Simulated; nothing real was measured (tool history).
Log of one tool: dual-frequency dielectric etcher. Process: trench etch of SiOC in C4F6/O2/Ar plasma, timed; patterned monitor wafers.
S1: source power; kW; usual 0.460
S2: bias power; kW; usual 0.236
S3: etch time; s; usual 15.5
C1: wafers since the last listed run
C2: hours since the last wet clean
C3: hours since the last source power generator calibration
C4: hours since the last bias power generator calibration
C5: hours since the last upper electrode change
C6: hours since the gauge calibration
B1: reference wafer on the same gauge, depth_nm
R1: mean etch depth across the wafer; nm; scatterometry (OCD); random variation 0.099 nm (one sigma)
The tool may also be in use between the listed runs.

{"run": 1, "hour": 0.0, "S1": 0.46, "S2": 0.236, "S3": 15.5, "C1": 0, "C2": 327.4, "C3": 2017.9, "C4": 2527.4, "C5": 3459.0, "C6": 268.6, "B1": 32.61, "R1": 35.52}
{"run": 2, "hour": 10.6, "S1": 0.46, "S2": 0.236, "S3": 15.5, "C1": 163, "C2": 338.0, "C3": 2028.5, "C4": 2538.0, "C5": 3469.6, "C6": 279.2, "B1": 32.56, "R1": 35.62}
{"run": 3, "hour": 27.1, "S1": 0.46, "S2": 0.236, "S3": 15.5, "C1": 253, "C2": 354.5, "C3": 2045.0, "C4": 2554.5, "C5": 3486.1, "C6": 295.7, "B1": 32.6, "R1": 35.6}
{"run": 4, "hour": 55.0, "S1": 0.46, "S2": 0.236, "S3": 15.5, "C1": 429, "C2": 382.4, "C3": 2072.9, "C4": 2582.4, "C5": 3514.0, "C6": 323.6, "B1": 32.58, "R1": 35.54}
{"run": 5, "hour": 67.1, "S1": 0.46, "S2": 0.236, "S3": 15.5, "C1": 186, "C2": 394.5, "C3": 2085.0, "C4": 2594.5, "C5": 3526.1, "C6": 335.7, "B1": 32.65, "R1": 35.75}
{"run": 6, "hour": 81.1, "S1": 0.46, "S2": 0.236, "S3": 15.5, "C1": 215, "C2": 408.5, "C3": 2099.0, "C4": 2608.5, "C5": 3540.1, "C6": 349.7, "B1": 32.6, "R1": 35.67}
{"run": 7, "hour": 96.5, "S1": 0.46, "S2": 0.236, "S3": 15.5, "C1": 236, "C2": 423.9, "C3": 2114.4, "C4": 2623.9, "C5": 3555.5, "C6": 365.1, "B1": 32.56, "R1": 35.65}
{"run": 8, "hour": 105.9, "S1": 0.46, "S2": 0.236, "S3": 15.5, "C1": 144, "C2": 433.3, "C3": 2123.8, "C4": 2633.3, "C5": 3564.9, "C6": 374.5, "B1": 32.63, "R1": 35.72}
{"run": 9, "hour": 119.7, "S1": 0.46, "S2": 0.236, "S3": 15.5, "C1": 212, "C2": 447.1, "C3": 2137.6, "C4": 2647.1, "C5": 3578.7, "C6": 388.3, "B1": 32.64, "R1": 35.9}
{"run": 10, "hour": 151.6, "S1": 0.46, "S2": 0.236, "S3": 15.5, "C1": 490, "C2": 479.0, "C3": 2169.5, "C4": 2679.0, "C5": 3610.6, "C6": 420.2, "B1": 32.59, "R1": 35.88}
{"run": 11, "hour": 167.2, "S1": 0.43, "S2": 0.236, "S3": 15.5, "C1": 239, "C2": 494.6, "C3": 2185.1, "C4": 2694.6, "C5": 3626.2, "C6": 435.8, "B1": 32.6, "R1": 34.92}
{"run": 12, "hour": 178.9, "S1": 0.43, "S2": 0.236, "S3": 15.5, "C1": 179, "C2": 506.3, "C3": 2196.8, "C4": 2706.3, "C5": 3637.9, "C6": 447.5, "B1": 32.6, "R1": 34.98}
{"hour": 184.5, "done": "bias power generator calibrated"}
{"run": 13, "hour": 187.1, "S1": 0.43, "S2": 0.236, "S3": 15.5, "C1": 64, "C2": 514.5, "C3": 2205.0, "C4": 2.6, "C5": 3646.1, "C6": 455.7, "B1": 32.58, "R1": 34.89}
{"hour": 222.2, "done": "wet clean of the chamber"}
{"hour": 222.4, "done": "gauge calibrated"}
{"run": 14, "hour": 238.5, "S1": 0.37, "S2": 0.236, "S3": 15.5, "C1": 421, "C2": 16.3, "C3": 2256.4, "C4": 54.0, "C5": 3697.5, "C6": 16.1, "B1": 32.63, "R1": 32.55}
{"run": 15, "hour": 246.9, "S1": 0.46, "S2": 0.287, "S3": 13.0, "C1": 129, "C2": 24.7, "C3": 2264.8, "C4": 62.4, "C5": 3705.9, "C6": 24.5, "B1": 32.56, "R1": 32.62}
{"hour": 258.1, "done": "source power generator calibrated"}
{"run": 16, "hour": 264.3, "S1": 0.46, "S2": 0.236, "S3": 15.5, "C1": 206, "C2": 42.1, "C3": 6.2, "C4": 79.8, "C5": 3723.3, "C6": 41.9, "B1": 32.62, "R1": 34.89}
{"run": 17, "hour": 277.6, "S1": 0.42, "S2": 0.236, "S3": 15.5, "C1": 204, "C2": 55.4, "C3": 19.5, "C4": 93.1, "C5": 3736.6, "C6": 55.2, "B1": 32.58, "R1": 33.99}
{"run": 18, "hour": 287.7, "S1": 0.37, "S2": 0.236, "S3": 11.5, "C1": 155, "C2": 65.5, "C3": 29.6, "C4": 103.2, "C5": 3746.7, "C6": 65.3, "B1": 32.58, "R1": 24.18}
{"hour": 314.7, "done": "upper electrode replaced"}
{"run": 19, "hour": 315.2, "S1": 0.56, "S2": 0.236, "S3": 13.5, "C1": 53, "C2": 93.0, "C3": 57.1, "C4": 130.7, "C5": 0.5, "C6": 92.8, "B1": 32.59, "R1": 32.88}
{"run": 20, "hour": 315.5, "S1": 0.46, "S2": 0.236, "S3": 15.5, "C1": 4, "C2": 93.3, "C3": 57.4, "C4": 131.0, "C5": 0.8, "C6": 93.1, "B1": 32.62, "R1": 35.09}
{"run": 21, "hour": 318.0, "S1": 0.46, "S2": 0.236, "S3": 11.5, "C1": 38, "C2": 95.8, "C3": 59.9, "C4": 133.5, "C5": 3.3, "C6": 95.6, "B1": 32.62, "R1": 26.13}
{"run": 22, "hour": 329.9, "S1": 0.53, "S2": 0.189, "S3": 17.0, "C1": 183, "C2": 107.7, "C3": 71.8, "C4": 145.4, "C5": 15.2, "C6": 107.5, "B1": 32.59, "R1": 35.81}
{"run": 23, "hour": 337.5, "S1": 0.53, "S2": 0.254, "S3": 17.5, "C1": 116, "C2": 115.3, "C3": 79.4, "C4": 153.0, "C5": 22.8, "C6": 115.1, "B1": 32.61, "R1": 43.37}
{"run": 24, "hour": 345.5, "S1": 0.41, "S2": 0.236, "S3": 15.5, "C1": 123, "C2": 123.3, "C3": 87.4, "C4": 161.0, "C5": 30.8, "C6": 123.1, "B1": 32.62, "R1": 33.77}
{"run": 25, "hour": 382.0, "S1": 0.36, "S2": 0.218, "S3": 12.5, "C1": 561, "C2": 159.8, "C3": 123.9, "C4": 197.5, "C5": 67.3, "C6": 159.6, "B1": 32.62, "R1": 25.03}
{"run": 26, "hour": 390.2, "S1": 0.4, "S2": 0.185, "S3": 12.5, "C1": 126, "C2": 168.0, "C3": 132.1, "C4": 205.7, "C5": 75.5, "C6": 167.8, "B1": 32.61, "R1": 23.61}
{"run": 27, "hour": 404.2, "S1": 0.46, "S2": 0.236, "S3": 15.5, "C1": 215, "C2": 182.0, "C3": 146.1, "C4": 219.7, "C5": 89.5, "C6": 181.8, "B1": 32.64, "R1": 35.19}
{"run": 28, "hour": 412.9, "S1": 0.58, "S2": 0.252, "S3": 18.0, "C1": 133, "C2": 190.7, "C3": 154.8, "C4": 228.4, "C5": 98.2, "C6": 190.5, "B1": 32.62, "R1": 45.81}
{"run": 29, "hour": 428.4, "S1": 0.46, "S2": 0.265, "S3": 12.0, "C1": 238, "C2": 206.2, "C3": 170.3, "C4": 243.9, "C5": 113.7, "C6": 206.0, "B1": 32.59, "R1": 29.0}
{"run": 30, "hour": 437.5, "S1": 0.46, "S2": 0.236, "S3": 15.5, "C1": 139, "C2": 215.3, "C3": 179.4, "C4": 253.0, "C5": 122.8, "C6": 215.1, "B1": 32.58, "R1": 35.14}
{"run": 31, "hour": 455.2, "S1": 0.49, "S2": 0.292, "S3": 20.0, "C1": 272, "C2": 233.0, "C3": 197.1, "C4": 270.7, "C5": 140.5, "C6": 232.8, "B1": 32.6, "R1": 52.07}

What the log doesn't show, run by run:
source power that arrives over what is set, %: 0 in every run
bias power that arrives over what is set, %: 0 in every run
gauge reads high (%): 0 in every run
H1: etch rate over this chamber's usual, %
run=1 H1=1.4
run=2 H1=1.45
run=3 H1=1.53
run=4 H1=1.66
run=5 H1=1.72
run=6 H1=1.78
run=7 H1=1.85
run=8 H1=1.9
run=9 H1=1.96
run=10 H1=2.11
run=11 H1=2.18
run=12 H1=2.24
run=13 H1=2.28
run=14 H1=-0.201
run=15 H1=-0.162
run=16 H1=-0.0808
run=17 H1=-0.0188
run=18 H1=0.0283
run=19 H1=0.156
run=20 H1=0.158
run=21 H1=0.169
run=22 H1=0.225
run=23 H1=0.26
run=24 H1=0.298
run=25 H1=0.468
run=26 H1=0.506
run=27 H1=0.571
run=28 H1=0.612
run=29 H1=0.684
run=30 H1=0.726
run=31 H1=0.809
